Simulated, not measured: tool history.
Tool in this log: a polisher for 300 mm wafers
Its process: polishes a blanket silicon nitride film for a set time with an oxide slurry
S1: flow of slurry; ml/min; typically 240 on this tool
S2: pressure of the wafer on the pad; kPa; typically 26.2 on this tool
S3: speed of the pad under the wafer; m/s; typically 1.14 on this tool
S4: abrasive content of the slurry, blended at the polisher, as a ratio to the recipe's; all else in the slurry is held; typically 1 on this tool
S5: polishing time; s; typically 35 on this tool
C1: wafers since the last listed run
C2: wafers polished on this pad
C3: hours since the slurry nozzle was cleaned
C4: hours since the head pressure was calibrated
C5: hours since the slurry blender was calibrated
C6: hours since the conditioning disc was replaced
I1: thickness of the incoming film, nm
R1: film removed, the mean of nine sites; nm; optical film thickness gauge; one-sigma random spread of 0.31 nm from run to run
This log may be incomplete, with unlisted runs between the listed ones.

run 1 hour=0 | S1=240 S2=26.2 S3=1.14 S4=1 S5=41 | C1=0 C2=5781 C3=578.1 C4=230.5 C5=420.4 C6=473.8 | I1=309.2 | R1=30.3
run 2 hour=63.2 | S1=280 S2=26.2 S3=1.14 S4=1 S5=35 | C1=1126 C2=6907 C3=641.3 C4=293.7 C5=483.6 C6=537 | I1=307.3 | R1=26.2
-- hour=98.2 slurry nozzle cleaned
-- hour=161.6 slurry blender recalibrated
run 3 hour=162.1 | S1=280 S2=26.2 S3=1.14 S4=1 S5=35 | C1=1708 C2=8616 C3=63.9 C4=392.6 C5=0.5 C6=635.9 | I1=316.8 | R1=27.8
-- hour=242.1 worn pad replaced by a new one
-- hour=251.4 conditioning disc replaced and pad reconditioned
run 4 hour=417.5 | S1=280 S2=26.2 S3=1.14 S4=1 S5=35 | C1=4443 C2=3088 C3=319.3 C4=648 C5=255.9 C6=166.1 | I1=312.8 | R1=27.9
run 5 hour=508.1 | S1=240 S2=26.2 S3=1.14 S4=1 S5=35 | C1=1614 C2=4702 C3=409.9 C4=738.6 C5=346.5 C6=256.7 | I1=306.4 | R1=26.6
-- hour=593.5 head pressure recalibrated
run 6 hour=604.3 | S1=240 S2=22.8 S3=1.14 S4=1.15 S5=35 | C1=1678 C2=6381 C3=506.1 C4=10.8 C5=442.7 C6=352.9 | I1=310.6 | R1=24.1
run 7 hour=661.8 | S1=240 S2=26.2 S3=1.14 S4=0.9 S5=35 | C1=1024 C2=7405 C3=563.6 C4=68.3 C5=500.2 C6=410.4 | I1=311.6 | R1=24.6
run 8 hour=702.4 | S1=160 S2=32.4 S3=0.82 S4=1 S5=35 | C1=723 C2=8129 C3=604.2 C4=108.9 C5=540.8 C6=451 | I1=309.5 | R1=22.8
-- hour=766.8 slurry nozzle cleaned
run 9 hour=807.3 | S1=280 S2=29.6 S3=1.36 S4=1 S5=39 | C1=1851 C2=9980 C3=40.5 C4=213.8 C5=645.7 C6=555.9 | I1=312.8 | R1=39.5
-- hour=823.3 worn pad replaced by a new one
run 10 hour=862 | S1=240 S2=19.3 S3=0.88 S4=1.15 S5=41 | C1=903 C2=689 C3=95.2 C4=268.5 C5=700.4 C6=610.6 | I1=314.8 | R1=21.1
-- hour=887.3 conditioning disc replaced and pad reconditioned
-- hour=909.6 slurry blender recalibrated
run 11 hour=918.6 | S1=240 S2=26.2 S3=1.14 S4=1 S5=35 | C1=937 C2=1626 C3=151.8 C4=325.1 C5=9 C6=31.3 | I1=305.9 | R1=27.7
run 12 hour=969.5 | S1=300 S2=26.2 S3=1.32 S4=1.1 S5=35 | C1=906 C2=2533 C3=202.7 C4=376 C5=59.9 C6=82.2 | I1=309.9 | R1=33
run 13 hour=1006.8 | S1=240 S2=26.2 S3=1.14 S4=1 S5=29 | C1=664 C2=3197 C3=240 C4=413.3 C5=97.2 C6=119.5 | I1=309.3 | R1=22.7
run 14 hour=1087.4 | S1=240 S2=30.3 S3=1.14 S4=1.1 S5=27 | C1=1436 C2=4634 C3=320.6 C4=493.9 C5=177.8 C6=200.1 | I1=311.9 | R1=24.9
run 15 hour=1171.2 | S1=180 S2=26.2 S3=1.14 S4=0.75 S5=42 | C1=1493 C2=6127 C3=404.4 C4=577.7 C5=261.6 C6=283.9 | I1=307 | R1=26.2
-- hour=1423.7 worn pad replaced by a new one
-- hour=1432.6 head pressure recalibrated
-- hour=1435.4 slurry nozzle cleaned
run 16 hour=1461.3 | S1=165 S2=26.2 S3=0.9 S4=0.75 S5=35 | C1=5044 C2=616 C3=25.9 C4=28.7 C5=551.7 C6=574 | I1=309.8 | R1=19
run 17 hour=1551 | S1=215 S2=31 S3=1.3 S4=0.9 S5=35 | C1=1598 C2=2214 C3=115.6 C4=118.4 C5=641.4 C6=663.7 | I1=311.2 | R1=34.3
run 18 hour=1591.4 | S1=240 S2=26.2 S3=1.04 S4=1 S5=35 | C1=719 C2=2934 C3=156 C4=158.8 C5=681.8 C6=704.1 | I1=307 | R1=25.4
-- hour=1651.6 conditioning disc replaced and pad reconditioned
-- hour=1652.5 slurry blender recalibrated
run 19 hour=1653 | S1=240 S2=26.2 S3=1.14 S4=1 S5=35 | C1=1044 C2=3979 C3=217.6 C4=220.4 C5=0.5 C6=1.4 | I1=313.2 | R1=27.1
run 20 hour=1732.3 | S1=265 S2=26.2 S3=1.14 S4=1.3 S5=41 | C1=1412 C2=5392 C3=296.9 C4=299.7 C5=79.8 C6=80.7 | I1=314.1 | R1=35.1
run 21 hour=1791.2 | S1=240 S2=22.8 S3=1.14 S4=1 S5=35 | C1=1049 C2=6441 C3=355.8 C4=358.6 C5=138.7 C6=139.6 | I1=305.9 | R1=22.8
run 22 hour=1856.2 | S1=280 S2=26.2 S3=1.5 S4=1 S5=35 | C1=1158 C2=7599 C3=420.8 C4=423.6 C5=203.7 C6=204.6 | I1=306.8 | R1=33.2
run 23 hour=1965.3 | S1=240 S2=26.2 S3=1.14 S4=1 S5=35 | C1=1943 C2=9543 C3=529.9 C4=532.7 C5=312.8 C6=313.7 | I1=307.8 | R1=25.2
run 24 hour=2026.7 | S1=240 S2=26.2 S3=1.14 S4=1 S5=35 | C1=1093 C2=10637 C3=591.3 C4=594.1 C5=374.2 C6=375.1 | I1=313.3 | R1=25
run 25 hour=2094.6 | S1=240 S2=26.2 S3=1.14 S4=1 S5=35 | C1=1209 C2=11847 C3=659.2 C4=662 C5=442.1 C6=443 | I1=309.6 | R1=24.4

What if the next run were any one of these 4? Each begins from the tool's condition after run 25:
run A hour=2095 | S1=240 S2=21.4 S3=1.14 S4=1 S5=35 | C1=7 C2=11854 C3=659.6 C4=662.4 C5=442.5 C6=443.4 | I1=315 | R1=?
run B hour=2095 | S1=205 S2=26.2 S3=1.14 S4=1 S5=35 | C1=7 C2=11854 C3=659.6 C4=662.4 C5=442.5 C6=443.4 | I1=315 | R1=?
run C hour=2095 | S1=240 S2=29.6 S3=0.8 S4=1 S5=35 | C1=7 C2=11854 C3=659.6 C4=662.4 C5=442.5 C6=443.4 | I1=315 | R1=?
run D hour=2095 | S1=195 S2=26.2 S3=1.14 S4=0.9 S5=23 | C1=7 C2=11854 C3=659.6 C4=662.4 C5=442.5 C6=443.4 | I1=315 | R1=?

run=A R1=20.1
run=B R1=24
run=C R1=21
run=D R1=14.9
With the hidden condition removed and each run's random variation left untouched, the same runs would have given:
run=A R1=23.6
run=B R1=28.5
run=C R1=24.7
run=D R1=17.7
